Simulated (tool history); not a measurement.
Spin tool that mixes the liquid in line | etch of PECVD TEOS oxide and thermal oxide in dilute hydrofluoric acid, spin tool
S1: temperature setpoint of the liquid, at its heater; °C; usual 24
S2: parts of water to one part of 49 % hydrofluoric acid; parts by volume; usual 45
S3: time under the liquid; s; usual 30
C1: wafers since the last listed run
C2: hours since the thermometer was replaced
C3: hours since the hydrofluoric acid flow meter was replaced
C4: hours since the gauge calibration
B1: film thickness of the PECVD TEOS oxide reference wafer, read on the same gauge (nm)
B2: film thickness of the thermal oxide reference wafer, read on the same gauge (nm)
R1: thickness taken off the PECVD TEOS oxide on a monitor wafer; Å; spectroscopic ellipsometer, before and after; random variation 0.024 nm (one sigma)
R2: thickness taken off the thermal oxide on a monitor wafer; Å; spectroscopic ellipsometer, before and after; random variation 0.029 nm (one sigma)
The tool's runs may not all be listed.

{"run": 1, "hour": 0.0, "S1": 24, "S2": 35, "S3": 30, "C1": 0, "C2": 708.7, "C3": 1534.3, "C4": 31.2, "B1": 150, "B2": 130.012, "R1": 84.3, "R2": 39.14}
{"run": 2, "hour": 46.8, "S1": 24, "S2": 35, "S3": 30, "C1": 671, "C2": 755.5, "C3": 1581.1, "C4": 78, "B1": 150.03, "B2": 129.985, "R1": 84, "R2": 39.4}
{"run": 3, "hour": 86.2, "S1": 24, "S2": 35, "S3": 30, "C1": 565, "C2": 794.9, "C3": 1620.5, "C4": 117.4, "B1": 150, "B2": 130.007, "R1": 83.8, "R2": 39.76}
{"hour": 89.5, "done": "thermometer replaced"}
{"run": 4, "hour": 176.8, "S1": 24, "S2": 45, "S3": 30, "C1": 1285, "C2": 87.3, "C3": 1711.1, "C4": 208, "B1": 149.97, "B2": 130.01, "R1": 66.5, "R2": 31.59}
{"run": 5, "hour": 233.5, "S1": 24, "S2": 45, "S3": 30, "C1": 813, "C2": 144, "C3": 1767.8, "C4": 264.7, "B1": 150.01, "B2": 129.969, "R1": 66.7, "R2": 31.32}
{"run": 6, "hour": 306.2, "S1": 24, "S2": 45, "S3": 30, "C1": 1042, "C2": 216.7, "C3": 1840.5, "C4": 337.4, "B1": 149.98, "B2": 130.01, "R1": 66.1, "R2": 30.88}
{"run": 7, "hour": 394.6, "S1": 25.5, "S2": 45, "S3": 20, "C1": 1267, "C2": 305.1, "C3": 1928.9, "C4": 425.8, "B1": 149.98, "B2": 130.002, "R1": 46.9, "R2": 21.86}
{"hour": 420.3, "done": "hydrofluoric acid flow meter replaced"}
{"run": 8, "hour": 461.3, "S1": 24, "S2": 30, "S3": 45, "C1": 942, "C2": 371.8, "C3": 41, "C4": 492.5, "B1": 149.98, "B2": 129.983, "R1": 150.8, "R2": 71.12}
{"run": 9, "hour": 528.1, "S1": 24, "S2": 55, "S3": 15, "C1": 958, "C2": 438.6, "C3": 107.8, "C4": 559.3, "B1": 149.97, "B2": 130.012, "R1": 26.4, "R2": 12.65}
{"run": 10, "hour": 576.9, "S1": 24, "S2": 45, "S3": 30, "C1": 699, "C2": 487.4, "C3": 156.6, "C4": 608.1, "B1": 149.96, "B2": 129.992, "R1": 65.2, "R2": 30.42}
{"run": 11, "hour": 634.8, "S1": 24, "S2": 45, "S3": 15, "C1": 830, "C2": 545.3, "C3": 214.5, "C4": 666, "B1": 150.02, "B2": 130.022, "R1": 32.6, "R2": 15.43}
{"run": 12, "hour": 700.9, "S1": 27, "S2": 45, "S3": 30, "C1": 948, "C2": 611.4, "C3": 280.6, "C4": 732.1, "B1": 149.93, "B2": 129.987, "R1": 73.3, "R2": 34.54}
{"hour": 801.0, "done": "thermometer replaced"}
{"run": 13, "hour": 807.0, "S1": 24, "S2": 55, "S3": 25, "C1": 1507, "C2": 6, "C3": 386.7, "C4": 838.2, "B1": 149.98, "B2": 130.028, "R1": 45.1, "R2": 20.83}
{"run": 14, "hour": 909.2, "S1": 27, "S2": 25, "S3": 20, "C1": 1465, "C2": 108.2, "C3": 488.9, "C4": 940.4, "B1": 149.99, "B2": 130.009, "R1": 93.4, "R2": 43.85}
{"run": 15, "hour": 998.7, "S1": 19.5, "S2": 50, "S3": 30, "C1": 1283, "C2": 197.7, "C3": 578.4, "C4": 1029.9, "B1": 149.95, "B2": 130.02, "R1": 49, "R2": 22.95}
{"run": 16, "hour": 1089.2, "S1": 26, "S2": 45, "S3": 30, "C1": 1298, "C2": 288.2, "C3": 668.9, "C4": 1120.4, "B1": 150.02, "B2": 129.976, "R1": 71.9, "R2": 33.92}
{"run": 17, "hour": 1134.5, "S1": 24, "S2": 45, "S3": 20, "C1": 649, "C2": 333.5, "C3": 714.2, "C4": 1165.7, "B1": 150, "B2": 130.001, "R1": 43.9, "R2": 20.7}
{"run": 18, "hour": 1186.0, "S1": 24, "S2": 45, "S3": 30, "C1": 738, "C2": 385, "C3": 765.7, "C4": 1217.2, "B1": 149.99, "B2": 129.973, "R1": 65.9, "R2": 30.85}
{"run": 19, "hour": 1251.4, "S1": 19.5, "S2": 45, "S3": 30, "C1": 938, "C2": 450.4, "C3": 831.1, "C4": 1282.6, "B1": 150.04, "B2": 129.978, "R1": 54.5, "R2": 25.45}
{"run": 20, "hour": 1300.7, "S1": 26, "S2": 45, "S3": 30, "C1": 707, "C2": 499.7, "C3": 880.4, "C4": 1331.9, "B1": 150, "B2": 130.003, "R1": 70.9, "R2": 33.01}
{"run": 21, "hour": 1395.5, "S1": 24, "S2": 45, "S3": 30, "C1": 1359, "C2": 594.5, "C3": 975.2, "C4": 1426.7, "B1": 150.02, "B2": 130.004, "R1": 65, "R2": 30.93}
{"run": 22, "hour": 1468.0, "S1": 24, "S2": 45, "S3": 30, "C1": 1039, "C2": 667, "C3": 1047.7, "C4": 1499.2, "B1": 150.02, "B2": 129.982, "R1": 64.6, "R2": 29.85}
{"run": 23, "hour": 1519.8, "S1": 24, "S2": 45, "S3": 30, "C1": 743, "C2": 718.8, "C3": 1099.5, "C4": 1551, "B1": 149.98, "B2": 130.004, "R1": 65, "R2": 30.44}
{"hour": 1550.9, "done": "thermometer replaced"}
{"run": 24, "hour": 1587.4, "S1": 28.5, "S2": 45, "S3": 30, "C1": 955, "C2": 36.5, "C3": 1167.1, "C4": 1618.6, "B1": 150.02, "B2": 129.987, "R1": 80.8, "R2": 37.51}
{"run": 25, "hour": 1687.3, "S1": 24, "S2": 60, "S3": 30, "C1": 1432, "C2": 136.4, "C3": 1267, "C4": 1718.5, "B1": 149.99, "B2": 129.984, "R1": 49, "R2": 23.01}

The same runs without the tool's hidden state, with the same run-to-run variation:
The hidden state here: liquid colder than its thermometer reads (K); hydrofluoric acid flow above the setpoint (%); gauge reads high (%).
run=1 R1=87.8 R2=40.77
run=2 R1=87.7 R2=41.14
run=3 R1=87.6 R2=41.58
run=4 R1=66.9 R2=31.79
run=5 R1=67.3 R2=31.61
run=6 R1=66.9 R2=31.27
run=7 R1=47.7 R2=22.23
run=8 R1=153.9 R2=72.57
run=9 R1=27 R2=12.95
run=10 R1=66.9 R2=31.21
run=11 R1=33.5 R2=15.87
run=12 R1=75.5 R2=35.62
run=13 R1=45.2 R2=20.88
run=14 R1=94.1 R2=44.16
run=15 R1=49.6 R2=23.22
run=16 R1=73 R2=34.45
run=17 R1=44.7 R2=21.08
run=18 R1=67.2 R2=31.48
run=19 R1=55.8 R2=26.07
run=20 R1=72.7 R2=33.86
run=21 R1=67 R2=31.88
run=22 R1=66.8 R2=30.87
run=23 R1=67.4 R2=31.56
run=24 R1=80.9 R2=37.58
run=25 R1=49.4 R2=23.17
